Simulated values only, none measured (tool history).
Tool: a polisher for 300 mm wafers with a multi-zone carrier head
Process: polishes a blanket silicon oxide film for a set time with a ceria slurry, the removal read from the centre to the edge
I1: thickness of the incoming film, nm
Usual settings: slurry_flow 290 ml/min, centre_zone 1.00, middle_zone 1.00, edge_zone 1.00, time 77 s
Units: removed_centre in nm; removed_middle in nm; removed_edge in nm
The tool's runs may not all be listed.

run 1 hour=0.0 | slurry_flow=290 centre_zone=1.00 middle_zone=1.00 edge_zone=1.00 time=77 | I1=1269.2 | removed_centre=232.2 removed_middle=233.2 removed_edge=231.6
run 2 hour=61.1 | slurry_flow=290 centre_zone=1.08 middle_zone=1.00 edge_zone=1.00 time=77 | I1=1268.2 | removed_centre=249.2 removed_middle=220.1 removed_edge=229.8
run 3 hour=163.1 | slurry_flow=290 centre_zone=1.08 middle_zone=1.00 edge_zone=1.00 time=77 | I1=1254.2 | removed_centre=244.8 removed_middle=222.7 removed_edge=227.5
run 4 hour=241.3 | slurry_flow=290 centre_zone=0.96 middle_zone=0.94 edge_zone=1.00 time=77 | I1=1259.2 | removed_centre=218.9 removed_middle=210.1 removed_edge=227.0
-- hour=273.9 slurry nozzle cleaned
run 5 hour=313.3 | slurry_flow=320 centre_zone=1.00 middle_zone=1.10 edge_zone=1.00 time=66 | I1=1260.3 | removed_centre=199.6 removed_middle=213.0 removed_edge=198.4
run 6 hour=397.4 | slurry_flow=225 centre_zone=1.10 middle_zone=1.07 edge_zone=1.00 time=77 | I1=1262.2 | removed_centre=247.5 removed_middle=237.3 removed_edge=223.3
-- hour=462.6 edge zone pressure recalibrated
run 7 hour=500.2 | slurry_flow=290 centre_zone=1.07 middle_zone=1.00 edge_zone=1.00 time=77 | I1=1258.5 | removed_centre=246.8 removed_middle=222.9 removed_edge=226.1
-- hour=521.2 centre zone pressure recalibrated
run 8 hour=549.9 | slurry_flow=380 centre_zone=1.00 middle_zone=1.12 edge_zone=1.07 time=98 | I1=1246.6 | removed_centre=296.9 removed_middle=316.6 removed_edge=300.5
-- hour=559.7 worn pad replaced by a new one
run 9 hour=616.0 | slurry_flow=210 centre_zone=1.00 middle_zone=1.00 edge_zone=1.00 time=77 | I1=1266.7 | removed_centre=227.1 removed_middle=221.1 removed_edge=226.6
run 10 hour=652.2 | slurry_flow=335 centre_zone=1.00 middle_zone=1.07 edge_zone=1.03 time=77 | I1=1258.7 | removed_centre=235.9 removed_middle=248.4 removed_edge=233.0
run 11 hour=733.9 | slurry_flow=290 centre_zone=0.93 middle_zone=0.93 edge_zone=0.88 time=77 | I1=1255.2 | removed_centre=214.1 removed_middle=215.8 removed_edge=219.4
-- hour=803.4 carrier head's membrane replaced by a new one
run 12 hour=827.9 | slurry_flow=290 centre_zone=1.06 middle_zone=0.93 edge_zone=1.08 time=53 | I1=1250.0 | removed_centre=165.3 removed_middle=146.4 removed_edge=160.9
run 13 hour=865.6 | slurry_flow=325 centre_zone=1.00 middle_zone=1.11 edge_zone=1.03 time=77 | I1=1255.3 | removed_centre=229.5 removed_middle=245.9 removed_edge=233.1
-- hour=925.3 slurry nozzle cleaned
run 14 hour=927.1 | slurry_flow=250 centre_zone=1.00 middle_zone=1.00 edge_zone=1.00 time=96 | I1=1260.5 | removed_centre=285.8 removed_middle=286.3 removed_edge=286.5
-- hour=1025.4 edge zone pressure recalibrated
run 15 hour=1025.9 | slurry_flow=290 centre_zone=1.00 middle_zone=1.00 edge_zone=1.00 time=77 | I1=1268.5 | removed_centre=228.8 removed_middle=226.1 removed_edge=224.8
run 16 hour=1069.4 | slurry_flow=290 centre_zone=1.00 middle_zone=1.00 edge_zone=1.00 time=77 | I1=1261.1 | removed_centre=228.7 removed_middle=223.4 removed_edge=229.7
run 17 hour=1111.4 | slurry_flow=290 centre_zone=1.00 middle_zone=0.88 edge_zone=1.00 time=52 | I1=1250.0 | removed_centre=154.1 removed_middle=136.4 removed_edge=152.2
run 18 hour=1157.8 | slurry_flow=290 centre_zone=1.08 middle_zone=1.00 edge_zone=1.00 time=77 | I1=1249.4 | removed_centre=249.0 removed_middle=228.2 removed_edge=226.9
-- hour=1179.2 worn pad replaced by a new one
run 19 hour=1237.7 | slurry_flow=220 centre_zone=0.96 middle_zone=1.10 edge_zone=0.89 time=77 | I1=1243.5 | removed_centre=220.9 removed_middle=246.6 removed_edge=220.2
run 20 hour=1322.1 | slurry_flow=390 centre_zone=1.00 middle_zone=1.00 edge_zone=1.06 time=58 | I1=1269.1 | removed_centre=179.5 removed_middle=174.0 removed_edge=182.8
run 21 hour=1406.8 | slurry_flow=335 centre_zone=1.04 middle_zone=0.93 edge_zone=0.91 time=77 | I1=1262.2 | removed_centre=243.3 removed_middle=219.2 removed_edge=220.8

The tool's hidden state at each run:
deviation of the centre zone's pressure from its setpoint, %: 0 in every run
deviation of the edge zone's pressure from its setpoint, %: 0 in every run
H1: removal rate lost through wear of the pad, %
H2: slurry flow missing at the pad, %
run=1 H1=0.794 H2=13.4
run=2 H1=1.11 H2=17.4
run=3 H1=1.65 H2=25.2
run=4 H1=2.06 H2=32.2
run=5 H1=2.44 H2=1.79
run=6 H1=2.88 H2=2.78
run=7 H1=3.41 H2=5.36
run=8 H1=3.67 H2=7.15
run=9 H1=0.588 H2=10.1
run=10 H1=0.777 H2=12
run=11 H1=1.21 H2=16.9
run=12 H1=1.7 H2=23.7
run=13 H1=1.9 H2=26.8
run=14 H1=2.22 H2=1.66
run=15 H1=2.73 H2=2.38
run=16 H1=2.96 H2=3.15
run=17 H1=3.18 H2=4.14
run=18 H1=3.43 H2=5.54
run=19 H1=0.387 H2=8.66
run=20 H1=0.829 H2=13
run=21 H1=1.27 H2=18.3
